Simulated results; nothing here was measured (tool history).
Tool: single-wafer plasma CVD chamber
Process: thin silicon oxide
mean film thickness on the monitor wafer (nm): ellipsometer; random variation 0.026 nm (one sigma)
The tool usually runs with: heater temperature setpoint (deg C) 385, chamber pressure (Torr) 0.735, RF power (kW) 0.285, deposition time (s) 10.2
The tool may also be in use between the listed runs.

run	hour	heater temperature setpoint (deg C)	chamber pressure (Torr)	RF power (kW)	deposition time (s)	read-back reference wafer on the same gauge, thickness_nm	mean film thickness on the monitor wafer (nm)
1	0	385	0.735	0.285	10.2	18.7	16.632
2	13.1	385	0.735	0.285	10.2	18.699	16.618
3	42.6	385	0.735	0.285	10.2	18.705	16.618
4	49.7	385	0.637	0.285	9.4	18.703	13.165
# hour 71.1: RF generator calibrated
5	71.6	385	0.735	0.285	11.7	18.697	19.588
6	75.7	385	0.735	0.285	10.2	18.697	17.062
7	87	385	0.735	0.285	10.2	18.699	17.092
8	97.9	385	0.735	0.285	10.2	18.703	17.102
9	108.9	385	0.735	0.285	10.2	18.704	17.078
10	119	385	0.735	0.285	10.2	18.705	17.068
# hour 131.5: thermocouple changed; heater temperature recalibrated
11	132	385	0.735	0.285	9.6	18.698	16.061
12	136.9	377	0.622	0.285	10.2	18.698	14.44
13	143	385	0.735	0.285	10.2	18.705	17.027
14	150	373	0.918	0.285	11.9	18.703	24.431
# hour 160.8: capacitance manometer re-zeroed and calibrated
# hour 163.8: gauge calibrated
# hour 164.9: showerhead replaced
15	165.4	393	0.735	0.285	9.2	18.708	15.355
16	177.3	385	0.837	0.31	10.2	18.699	19.794
17	188.4	396	0.735	0.285	10.8	18.7	17.932
18	197.8	385	0.735	0.285	10.2	18.697	17.006
19	205.2	385	0.735	0.235	12.1	18.7	18.797
20	220.9	385	0.735	0.285	9.6	18.695	16.054

Each row is a separate what-if for the run after 20, all from the same tool condition, not one after another. Results?
A	221.3	385	0.735	0.32	10.2	?	?
B	221.3	381	0.814	0.285	12.1	?	?
C	221.3	396	0.673	0.285	10.2	?	?
D	221.3	385	0.637	0.285	10.2	?	?

run	read-back reference wafer on the same gauge, thickness_nm	mean film thickness on the monitor wafer (nm)
A	18.708	17.782
B	18.708	22.337
C	18.708	15.495
D	18.708	14.715
What these runs would have given with no unlogged condition in the tool:
run	mean film thickness on the monitor wafer (nm)
A	17.846
B	22.422
C	15.554
D	14.771
